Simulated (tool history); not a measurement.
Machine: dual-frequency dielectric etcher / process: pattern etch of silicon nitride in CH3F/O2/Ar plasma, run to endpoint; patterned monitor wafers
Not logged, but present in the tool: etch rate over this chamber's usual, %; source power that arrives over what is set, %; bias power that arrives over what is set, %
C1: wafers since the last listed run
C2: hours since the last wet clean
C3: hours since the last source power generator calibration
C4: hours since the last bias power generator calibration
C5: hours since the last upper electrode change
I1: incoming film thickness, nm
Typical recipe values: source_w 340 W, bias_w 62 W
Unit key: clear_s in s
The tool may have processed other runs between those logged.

Run 1, day 0.000: usual settings; C1 0; C2 198.4; C3 2265.8; C4 3002.8; C5 2876.5; I1 32.70. Result: clear_s 48.8 s.
Run 2, day 0.633: usual settings; C1 255; C2 213.6; C3 2281.0; C4 3018.0; C5 2891.7; I1 32.63. Result: clear_s 48.6 s.
Run 3, day 1.862: usual settings; C1 495; C2 243.1; C3 2310.5; C4 3047.5; C5 2921.2; I1 32.56. Result: clear_s 48.7 s.
Run 4, day 2.850: usual settings but source_w 380 W, bias_w 54 W; C1 398; C2 266.8; C3 2334.2; C4 3071.2; C5 2944.9; I1 32.29. Result: clear_s 49.9 s.
Run 5, day 3.700: usual settings; C1 342; C2 287.2; C3 2354.6; C4 3091.6; C5 2965.3; I1 32.66. Result: clear_s 48.6 s.
Run 6, day 4.221: usual settings but bias_w 70 W; C1 209; C2 299.7; C3 2367.1; C4 3104.1; C5 2977.8; I1 32.56. Result: clear_s 45.4 s.
Run 7, day 4.767: usual settings but bias_w 75 W; C1 220; C2 312.8; C3 2380.2; C4 3117.2; C5 2990.9; I1 32.59. Result: clear_s 44.0 s.
Run 8, day 5.329: usual settings; C1 226; C2 326.3; C3 2393.7; C4 3130.7; C5 3004.4; I1 32.49. Result: clear_s 48.4 s.
Run 9, day 6.229: usual settings; C1 362; C2 347.9; C3 2415.3; C4 3152.3; C5 3026.0; I1 32.88. Result: clear_s 48.7 s.
Run 10, day 6.892: usual settings; C1 267; C2 363.8; C3 2431.2; C4 3168.2; C5 3041.9; I1 32.88. Result: clear_s 48.6 s.
Run 11, day 7.629: usual settings but source_w 410 W, bias_w 57 W; C1 297; C2 381.5; C3 2448.9; C4 3185.9; C5 3059.6; I1 32.42. Result: clear_s 46.7 s.
At day 8.867: upper electrode replaced.
Run 12, day 8.888: usual settings but bias_w 72 W; C1 104; C2 411.7; C3 2479.1; C4 3216.1; C5 0.5; I1 32.40. Result: clear_s 44.1 s.
Run 13, day 9.817: usual settings but source_w 280 W, bias_w 67 W; C1 374; C2 434.0; C3 2501.4; C4 3238.4; C5 22.8; I1 32.87. Result: clear_s 50.0 s.
At day 10.646: source power generator calibrated.
At day 11.475: bias power generator calibrated.
At day 11.712: wet clean of the chamber.
Run 14, day 11.733: usual settings; C1 541; C2 0.5; C3 26.1; C4 6.2; C5 68.8; I1 32.88. Result: clear_s 50.2 s.
Run 15, day 12.204: usual settings but source_w 270 W, bias_w 77 W; C1 189; C2 11.8; C3 37.4; C4 17.5; C5 80.1; I1 32.73. Result: clear_s 48.2 s.
Run 16, day 13.112: usual settings but source_w 300 W; C1 366; C2 33.6; C3 59.2; C4 39.3; C5 101.9; I1 32.86. Result: clear_s 52.1 s.
Run 17, day 14.479: usual settings; C1 550; C2 66.4; C3 92.0; C4 72.1; C5 134.7; I1 32.51. Result: clear_s 49.4 s.
Run 18, day 15.746: usual settings but source_w 400 W, bias_w 53 W; C1 510; C2 96.8; C3 122.4; C4 102.5; C5 165.1; I1 32.75. Result: clear_s 50.4 s.
Run 19, day 16.758: usual settings but source_w 270 W, bias_w 66 W; C1 408; C2 121.1; C3 146.7; C4 126.8; C5 189.4; I1 32.78. Result: clear_s 52.1 s.

The next listed run, before its measurement:
Run 20, day 18.042: usual settings but bias_w 52 W; C1 517; C2 151.9; C3 177.5; C4 157.6; C5 220.2; I1 32.69. Result: clear_s ?.

{"run 20": {"clear_s": 54.3}}
Without the tool's hidden state the same run would have given clear_s 54.6 s.
